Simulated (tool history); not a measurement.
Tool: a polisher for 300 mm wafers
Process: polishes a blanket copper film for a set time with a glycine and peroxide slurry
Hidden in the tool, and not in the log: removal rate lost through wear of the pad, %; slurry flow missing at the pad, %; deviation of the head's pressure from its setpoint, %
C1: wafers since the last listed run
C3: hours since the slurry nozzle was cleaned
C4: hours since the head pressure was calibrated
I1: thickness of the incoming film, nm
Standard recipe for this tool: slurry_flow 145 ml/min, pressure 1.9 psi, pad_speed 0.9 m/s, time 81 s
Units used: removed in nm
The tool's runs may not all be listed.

{"run": 1, "day": 0.0, "slurry_flow": 145, "pressure": 1.9, "pad_speed": 0.9, "time": 81, "C1": 0, "wafers polished on this pad": 2043, "C3": 148.2, "C4": 380.2, "I1": 1717.7, "removed": 252.9}
{"run": 2, "day": 0.921, "slurry_flow": 145, "pressure": 1.9, "pad_speed": 0.9, "time": 89, "C1": 301, "wafers polished on this pad": 2344, "C3": 170.3, "C4": 402.3, "I1": 1702.9, "removed": 281}
{"run": 3, "day": 2.017, "slurry_flow": 145, "pressure": 1.9, "pad_speed": 0.9, "time": 81, "C1": 358, "wafers polished on this pad": 2702, "C3": 196.6, "C4": 428.6, "I1": 1722.6, "removed": 251.4}
{"day": 3.175, "done": "worn pad replaced by a new one"}
{"run": 4, "day": 3.508, "slurry_flow": 145, "pressure": 1.9, "pad_speed": 0.9, "time": 81, "C1": 433, "wafers polished on this pad": 108, "C3": 232.4, "C4": 464.4, "I1": 1737.3, "removed": 251.8}
{"run": 5, "day": 4.05, "slurry_flow": 145, "pressure": 1.9, "pad_speed": 0.9, "time": 81, "C1": 177, "wafers polished on this pad": 285, "C3": 245.4, "C4": 477.4, "I1": 1732.3, "removed": 251.9}
{"run": 6, "day": 4.908, "slurry_flow": 145, "pressure": 1.5, "pad_speed": 0.9, "time": 81, "C1": 280, "wafers polished on this pad": 566, "C3": 266, "C4": 498, "I1": 1707.8, "removed": 232}
{"run": 7, "day": 5.629, "slurry_flow": 145, "pressure": 1.5, "pad_speed": 0.9, "time": 81, "C1": 235, "wafers polished on this pad": 802, "C3": 283.3, "C4": 515.3, "I1": 1763.2, "removed": 231.3}
{"run": 8, "day": 6.146, "slurry_flow": 145, "pressure": 1.9, "pad_speed": 0.9, "time": 81, "C1": 169, "wafers polished on this pad": 971, "C3": 295.7, "C4": 527.7, "I1": 1731.6, "removed": 254.6}
{"run": 9, "day": 6.833, "slurry_flow": 145, "pressure": 1.9, "pad_speed": 0.9, "time": 81, "C1": 224, "wafers polished on this pad": 1196, "C3": 312.2, "C4": 544.2, "I1": 1754.9, "removed": 250.8}
{"run": 10, "day": 7.412, "slurry_flow": 145, "pressure": 1.9, "pad_speed": 0.9, "time": 81, "C1": 189, "wafers polished on this pad": 1385, "C3": 326.1, "C4": 558.1, "I1": 1731, "removed": 253.2}
{"run": 11, "day": 7.971, "slurry_flow": 145, "pressure": 1.9, "pad_speed": 0.9, "time": 81, "C1": 182, "wafers polished on this pad": 1568, "C3": 339.5, "C4": 571.5, "I1": 1725.6, "removed": 253.8}
{"day": 8.762, "done": "slurry nozzle cleaned"}
{"run": 12, "day": 8.938, "slurry_flow": 145, "pressure": 1.9, "pad_speed": 0.9, "time": 81, "C1": 302, "wafers polished on this pad": 1871, "C3": 4.2, "C4": 594.7, "I1": 1710, "removed": 252.8}
{"run": 13, "day": 10.271, "slurry_flow": 145, "pressure": 1.9, "pad_speed": 0.9, "time": 81, "C1": 436, "wafers polished on this pad": 2307, "C3": 36.2, "C4": 626.7, "I1": 1711.6, "removed": 252.1}
{"run": 14, "day": 11.592, "slurry_flow": 145, "pressure": 1.9, "pad_speed": 0.9, "time": 81, "C1": 432, "wafers polished on this pad": 2739, "C3": 67.9, "C4": 658.4, "I1": 1753.2, "removed": 254.4}
{"day": 12.754, "done": "worn pad replaced by a new one"}
{"run": 15, "day": 12.775, "slurry_flow": 145, "pressure": 1.9, "pad_speed": 0.9, "time": 81, "C1": 332, "wafers polished on this pad": 6, "C3": 96.3, "C4": 686.8, "I1": 1724.6, "removed": 252.4}
{"run": 16, "day": 13.938, "slurry_flow": 145, "pressure": 1.9, "pad_speed": 0.9, "time": 81, "C1": 380, "wafers polished on this pad": 387, "C3": 124.2, "C4": 714.7, "I1": 1751.5, "removed": 251.2}
{"run": 17, "day": 14.958, "slurry_flow": 145, "pressure": 1.9, "pad_speed": 0.9, "time": 81, "C1": 333, "wafers polished on this pad": 721, "C3": 148.7, "C4": 739.2, "I1": 1733.8, "removed": 253.5}
{"day": 15.85, "done": "head pressure recalibrated"}
{"run": 18, "day": 16.05, "slurry_flow": 175, "pressure": 1.9, "pad_speed": 1.16, "time": 64, "C1": 329, "wafers polished on this pad": 1051, "C3": 174.9, "C4": 4.8, "I1": 1701.4, "removed": 234.2}
{"run": 19, "day": 16.821, "slurry_flow": 145, "pressure": 1.9, "pad_speed": 1.16, "time": 60, "C1": 252, "wafers polished on this pad": 1303, "C3": 193.4, "C4": 23.3, "I1": 1717.5, "removed": 215.9}
{"run": 20, "day": 18.021, "slurry_flow": 185, "pressure": 1.6, "pad_speed": 0.78, "time": 64, "C1": 392, "wafers polished on this pad": 1695, "C3": 222.2, "C4": 52.1, "I1": 1718.8, "removed": 180}
{"run": 21, "day": 18.529, "slurry_flow": 145, "pressure": 1.9, "pad_speed": 0.9, "time": 81, "C1": 166, "wafers polished on this pad": 1861, "C3": 234.4, "C4": 64.3, "I1": 1760.7, "removed": 254.9}
{"run": 22, "day": 19.467, "slurry_flow": 145, "pressure": 2.2, "pad_speed": 0.9, "time": 81, "C1": 306, "wafers polished on this pad": 2168, "C3": 256.9, "C4": 86.8, "I1": 1727.8, "removed": 271.2}
{"day": 20.538, "done": "worn pad replaced by a new one"}
{"run": 23, "day": 20.925, "slurry_flow": 145, "pressure": 1.9, "pad_speed": 0.9, "time": 81, "C1": 422, "wafers polished on this pad": 127, "C3": 291.9, "C4": 121.8, "I1": 1731.1, "removed": 253.9}
{"run": 24, "day": 22.0, "slurry_flow": 145, "pressure": 1.9, "pad_speed": 1.02, "time": 81, "C1": 351, "wafers polished on this pad": 478, "C3": 317.7, "C4": 147.6, "I1": 1701.9, "removed": 268.7}
{"run": 25, "day": 23.429, "slurry_flow": 145, "pressure": 1.9, "pad_speed": 0.9, "time": 94, "C1": 467, "wafers polished on this pad": 946, "C3": 352, "C4": 181.9, "I1": 1747.6, "removed": 288.5}
{"run": 26, "day": 23.954, "slurry_flow": 100, "pressure": 2.6, "pad_speed": 0.72, "time": 81, "C1": 171, "wafers polished on this pad": 1118, "C3": 364.6, "C4": 194.5, "I1": 1704.9, "removed": 248.3}
{"run": 27, "day": 25.238, "slurry_flow": 180, "pressure": 2.1, "pad_speed": 1.12, "time": 63, "C1": 419, "wafers polished on this pad": 1537, "C3": 395.4, "C4": 225.3, "I1": 1727.8, "removed": 237.4}
{"day": 26.758, "done": "slurry nozzle cleaned"}
{"day": 29.025, "done": "worn pad replaced by a new one"}
{"run": 28, "day": 29.304, "slurry_flow": 115, "pressure": 1.9, "pad_speed": 1.14, "time": 81, "C1": 1262, "wafers polished on this pad": 91, "C3": 61.1, "C4": 322.9, "I1": 1715.1, "removed": 276.3}
{"run": 29, "day": 30.429, "slurry_flow": 145, "pressure": 1.9, "pad_speed": 0.8, "time": 81, "C1": 368, "wafers polished on this pad": 459, "C3": 88.1, "C4": 349.9, "I1": 1723.8, "removed": 238.7}
{"run": 30, "day": 31.804, "slurry_flow": 145, "pressure": 2.2, "pad_speed": 0.9, "time": 81, "C1": 449, "wafers polished on this pad": 909, "C3": 121.1, "C4": 382.9, "I1": 1725.4, "removed": 272.2}
{"run": 31, "day": 32.662, "slurry_flow": 145, "pressure": 1.9, "pad_speed": 1.02, "time": 81, "C1": 280, "wafers polished on this pad": 1189, "C3": 141.7, "C4": 403.5, "I1": 1741.2, "removed": 268.8}
{"run": 32, "day": 33.729, "slurry_flow": 190, "pressure": 1.7, "pad_speed": 0.9, "time": 81, "C1": 348, "wafers polished on this pad": 1538, "C3": 167.3, "C4": 429.1, "I1": 1732.1, "removed": 249.2}
{"run": 33, "day": 34.996, "slurry_flow": 130, "pressure": 1.9, "pad_speed": 1.18, "time": 98, "C1": 414, "wafers polished on this pad": 1953, "C3": 197.7, "C4": 459.5, "I1": 1699.4, "removed": 349.1}
{"run": 34, "day": 36.479, "slurry_flow": 105, "pressure": 2.4, "pad_speed": 0.62, "time": 58, "C1": 485, "wafers polished on this pad": 2438, "C3": 233.3, "C4": 495.1, "I1": 1735.7, "removed": 158.2}
{"run": 35, "day": 37.438, "slurry_flow": 145, "pressure": 1.9, "pad_speed": 0.9, "time": 81, "C1": 313, "wafers polished on this pad": 2751, "C3": 256.3, "C4": 518.1, "I1": 1721.8, "removed": 253.1}
{"run": 36, "day": 38.088, "slurry_flow": 145, "pressure": 1.4, "pad_speed": 0.9, "time": 81, "C1": 212, "wafers polished on this pad": 2964, "C3": 271.9, "C4": 533.7, "I1": 1728.4, "removed": 223.7}
{"day": 38.775, "done": "worn pad replaced by a new one"}
{"run": 37, "day": 38.796, "slurry_flow": 180, "pressure": 1.9, "pad_speed": 0.9, "time": 81, "C1": 177, "wafers polished on this pad": 6, "C3": 288.9, "C4": 550.7, "I1": 1740.1, "removed": 260.3}

Run-by-run hidden state of the tool:
removal rate lost through wear of the pad, %: 0, the same for each run
slurry flow missing at the pad, %: 0, the same for each run
deviation of the head's pressure from its setpoint, %: 0, the same for each run
